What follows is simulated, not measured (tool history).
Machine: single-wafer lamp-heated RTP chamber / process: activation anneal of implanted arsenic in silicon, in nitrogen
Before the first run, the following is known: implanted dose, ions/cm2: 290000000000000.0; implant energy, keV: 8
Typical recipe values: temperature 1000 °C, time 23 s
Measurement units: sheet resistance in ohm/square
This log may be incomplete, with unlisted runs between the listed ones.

| run | hour | temperature | time | wafers since the last listed run | wafers since the last pyrometer calibration | wafers since the reflector plate was cleaned | hours since the gauge calibration | read-back reference wafer on the same gauge, sheet resistance | sheet resistance |
|---|---|---|---|---|---|---|---|---|---|
| 1 | 0 | 991 | 23 | 0 | 479 | 6926 | 1535.4 | 354.06 | 361.32 |
| 2 | 70.3 | 1000 | 23 | 811 | 1291 | 7737 | 1605.7 | 353.98 | 357.73 |
| 3 | 102.2 | 1000 | 23 | 368 | 1659 | 8105 | 1637.6 | 354.02 | 358.53 |
|  | 139.8 | reflector plate cleaned |
| 4 | 166.4 | 1000 | 23 | 648 | 2308 | 307 | 1701.8 | 353.97 | 356.77 |
| 5 | 192.1 | 1019 | 23 | 296 | 2604 | 603 | 1727.5 | 353.8 | 351.16 |
| 6 | 229.1 | 1019 | 23 | 427 | 3031 | 1030 | 1764.5 | 353.92 | 350.71 |
| 7 | 266.5 | 1019 | 23 | 431 | 3463 | 1462 | 1801.9 | 353.98 | 349.23 |
|  | 292.7 | gauge calibrated |
| 8 | 325.7 | 1000 | 23 | 683 | 4146 | 2145 | 33 | 354.11 | 357.84 |
|  | 369.2 | pyrometer window cleaned and pyrometer calibrated |
| 9 | 369.7 | 1000 | 23 | 415 | 5 | 2561 | 77 | 354.03 | 357.88 |
| 10 | 395.4 | 1000 | 29 | 296 | 302 | 2858 | 102.7 | 354.08 | 356.31 |
| 11 | 442.9 | 1000 | 29 | 548 | 850 | 3406 | 150.2 | 353.99 | 356.29 |
| 12 | 509.5 | 1017 | 19 | 768 | 1619 | 4175 | 216.8 | 353.86 | 354.6 |
| 13 | 543.3 | 971 | 37 | 390 | 2009 | 4565 | 250.6 | 354.15 | 360.47 |
| 14 | 587 | 1000 | 23 | 504 | 2513 | 5069 | 294.3 | 353.93 | 357.58 |
| 15 | 642.4 | 1010 | 23 | 639 | 3153 | 5709 | 349.7 | 354.09 | 353.06 |
| 16 | 690.7 | 1000 | 23 | 557 | 3710 | 6266 | 398 | 353.97 | 356.19 |
| 17 | 730 | 1000 | 23 | 453 | 4164 | 6720 | 437.3 | 353.91 | 355.78 |
|  | 804.8 | reflector plate cleaned |
| 18 | 805.3 | 1022 | 34 | 776 | 4941 | 6 | 512.6 | 354.05 | 340.98 |
|  | 824.4 | pyrometer window cleaned and pyrometer calibrated |
| 19 | 846 | 1019 | 23 | 377 | 249 | 383 | 553.3 | 354.07 | 352.47 |
| 20 | 872.8 | 1028 | 12 | 309 | 559 | 693 | 580.1 | 354.22 | 357.21 |
| 21 | 940.1 | 1015 | 9 | 776 | 1336 | 1469 | 647.4 | 354.04 | 365.14 |
| 22 | 992.5 | 972 | 23 | 604 | 1940 | 2074 | 699.8 | 353.89 | 365.1 |
| 23 | 1058.2 | 1000 | 34 | 758 | 2699 | 2833 | 765.5 | 353.85 | 350.48 |
| 24 | 1110.7 | 977 | 14 | 605 | 3305 | 3439 | 818 | 354.08 | 367.42 |
| 25 | 1157.9 | 981 | 32 | 544 | 3849 | 3983 | 865.2 | 354.04 | 356.48 |
| 26 | 1196.3 | 1019 | 23 | 443 | 4293 | 4427 | 903.6 | 354.1 | 348.78 |
| 27 | 1231.2 | 1018 | 30 | 402 | 4696 | 4829 | 938.5 | 353.84 | 344.8 |
| 28 | 1282.7 | 1015 | 23 | 594 | 5290 | 5424 | 990 | 353.85 | 348.54 |
| 29 | 1320.8 | 974 | 23 | 439 | 5730 | 5864 | 1028.1 | 353.99 | 362.74 |
|  | 1347.4 | pyrometer window cleaned and pyrometer calibrated |
| 30 | 1386.2 | 1024 | 16 | 662 | 447 | 6526 | 1093.5 | 353.84 | 355.76 |
| 31 | 1417 | 1010 | 28 | 355 | 802 | 6882 | 1124.3 | 354.1 | 351.6 |
| 32 | 1471.7 | 1000 | 23 | 631 | 1434 | 7513 | 1179 | 354.07 | 358.21 |
| 33 | 1499.2 | 1017 | 29 | 317 | 1751 | 7830 | 1206.5 | 354.01 | 348.75 |
|  | 1552.1 | reflector plate cleaned |
| 34 | 1555.7 | 1000 | 23 | 559 | 2311 | 41 | 1263 | 354.13 | 356.71 |
| 35 | 1608.2 | 973 | 23 | 605 | 2917 | 647 | 1315.5 | 353.97 | 365.36 |

How would selected steps in sheet resistance from run to run divide? Give the signed amount a tool lacking its hidden state would still show from settings, what came in and random variation, and the signed amount left for the hidden state, including any gauge scatter that is not in both of the compared results.
The tool's hidden condition here consists of: true wafer temperature minus pyrometer reading, K; wafer temperature error from the tarnished reflector plate, K; gauge reads high (%).
Run 8 -> 9: pyrometer window cleaned and pyrometer calibrated. sheet resistance +0.04 ohm/square: hidden state +3.03, all else -2.99.
Run 17 -> 18: temperature 1000 -> 1022, time 23 -> 34, reflector plate cleaned. sheet resistance -14.8 ohm/square: hidden state -1.53, all else -13.27.
Run 18 -> 19: temperature 1022 -> 1019, time 34 -> 23, pyrometer window cleaned and pyrometer calibrated. sheet resistance +11.49 ohm/square: hidden state +4, all else +7.49.
Run 22 -> 23: temperature 972 -> 1000, time 23 -> 34. sheet resistance -14.62 ohm/square: hidden state -1.29, all else -13.33.
Run 23 -> 24: temperature 1000 -> 977, time 34 -> 14. sheet resistance +16.94 ohm/square: hidden state +0.85, all else +16.09.
Run 29 -> 30: temperature 974 -> 1024, time 23 -> 16, pyrometer window cleaned and pyrometer calibrated. sheet resistance -6.98 ohm/square: hidden state +2.8, all else -9.78.
